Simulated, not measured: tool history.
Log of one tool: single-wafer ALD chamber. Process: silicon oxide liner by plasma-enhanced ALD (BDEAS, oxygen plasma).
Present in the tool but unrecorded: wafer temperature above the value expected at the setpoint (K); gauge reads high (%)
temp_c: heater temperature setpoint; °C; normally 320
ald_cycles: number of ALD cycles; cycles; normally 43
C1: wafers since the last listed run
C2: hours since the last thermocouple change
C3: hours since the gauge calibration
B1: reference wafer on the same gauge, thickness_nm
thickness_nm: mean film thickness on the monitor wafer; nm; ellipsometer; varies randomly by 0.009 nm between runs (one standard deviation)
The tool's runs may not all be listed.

run 1 hour=0 | temp_c=329 ald_cycles=43 | C1=0 C2=1989.4 C3=276.9 | B1=4.911 | thickness_nm=4.051
run 2 hour=24.2 | temp_c=329 ald_cycles=43 | C1=173 C2=2013.6 C3=301.1 | B1=4.91 | thickness_nm=4.06
run 3 hour=53.6 | temp_c=329 ald_cycles=43 | C1=210 C2=2043 C3=330.5 | B1=4.913 | thickness_nm=4.072
run 4 hour=68.9 | temp_c=320 ald_cycles=43 | C1=109 C2=2058.3 C3=345.8 | B1=4.914 | thickness_nm=4.11
-- hour=82.1 gauge calibrated
run 5 hour=83.4 | temp_c=320 ald_cycles=43 | C1=103 C2=2072.8 C3=1.3 | B1=4.912 | thickness_nm=4.104
run 6 hour=98.9 | temp_c=320 ald_cycles=43 | C1=111 C2=2088.3 C3=16.8 | B1=4.909 | thickness_nm=4.111
run 7 hour=119.7 | temp_c=320 ald_cycles=43 | C1=149 C2=2109.1 C3=37.6 | B1=4.913 | thickness_nm=4.102
run 8 hour=140.7 | temp_c=320 ald_cycles=43 | C1=150 C2=2130.1 C3=58.6 | B1=4.909 | thickness_nm=4.095
run 9 hour=156.2 | temp_c=320 ald_cycles=43 | C1=111 C2=2145.6 C3=74.1 | B1=4.909 | thickness_nm=4.097
run 10 hour=169.7 | temp_c=320 ald_cycles=43 | C1=96 C2=2159.1 C3=87.6 | B1=4.913 | thickness_nm=4.116
run 11 hour=184.3 | temp_c=320 ald_cycles=43 | C1=104 C2=2173.7 C3=102.2 | B1=4.91 | thickness_nm=4.099
run 12 hour=204.1 | temp_c=320 ald_cycles=43 | C1=141 C2=2193.5 C3=122 | B1=4.91 | thickness_nm=4.094
run 13 hour=223.2 | temp_c=309 ald_cycles=40 | C1=136 C2=2212.6 C3=141.1 | B1=4.913 | thickness_nm=3.868
run 14 hour=257.5 | temp_c=332 ald_cycles=47 | C1=245 C2=2246.9 C3=175.4 | B1=4.91 | thickness_nm=4.424
-- hour=277.7 thermocouple changed; heater temperature recalibrated
run 15 hour=291.2 | temp_c=314 ald_cycles=34 | C1=184 C2=13.5 C3=209.1 | B1=4.913 | thickness_nm=3.262
run 16 hour=325.8 | temp_c=326 ald_cycles=36 | C1=248 C2=48.1 C3=243.7 | B1=4.912 | thickness_nm=3.403
run 17 hour=361.5 | temp_c=316 ald_cycles=43 | C1=255 C2=83.8 C3=279.4 | B1=4.911 | thickness_nm=4.13
run 18 hour=386.4 | temp_c=332 ald_cycles=46 | C1=178 C2=108.7 C3=304.3 | B1=4.912 | thickness_nm=4.315
-- hour=407.3 gauge calibrated
run 19 hour=413 | temp_c=309 ald_cycles=47 | C1=190 C2=135.3 C3=5.7 | B1=4.912 | thickness_nm=4.541
run 20 hour=441.5 | temp_c=320 ald_cycles=43 | C1=204 C2=163.8 C3=34.2 | B1=4.912 | thickness_nm=4.105
run 21 hour=463.4 | temp_c=329 ald_cycles=43 | C1=156 C2=185.7 C3=56.1 | B1=4.908 | thickness_nm=4.055
run 22 hour=490.9 | temp_c=333 ald_cycles=38 | C1=197 C2=213.2 C3=83.6 | B1=4.911 | thickness_nm=3.556
run 23 hour=511.7 | temp_c=310 ald_cycles=35 | C1=149 C2=234 C3=104.4 | B1=4.91 | thickness_nm=3.377
run 24 hour=540 | temp_c=320 ald_cycles=43 | C1=202 C2=262.3 C3=132.7 | B1=4.907 | thickness_nm=4.1
run 25 hour=564.4 | temp_c=325 ald_cycles=40 | C1=174 C2=286.7 C3=157.1 | B1=4.911 | thickness_nm=3.775

Describe how what the log doesn't record of the tool's condition differs between the last listed run preceding each entry between runs and the first listed run following it.
Logged between run 4 and run 5: gauge calibrated (hour 82.1)
  no hidden state differs between the two runs
Logged between run 14 and run 15: thermocouple changed; heater temperature recalibrated (hour 277.7)
  no hidden state differs between the two runs
Logged between run 18 and run 19: gauge calibrated (hour 407.3)
  no hidden state differs between the two runs

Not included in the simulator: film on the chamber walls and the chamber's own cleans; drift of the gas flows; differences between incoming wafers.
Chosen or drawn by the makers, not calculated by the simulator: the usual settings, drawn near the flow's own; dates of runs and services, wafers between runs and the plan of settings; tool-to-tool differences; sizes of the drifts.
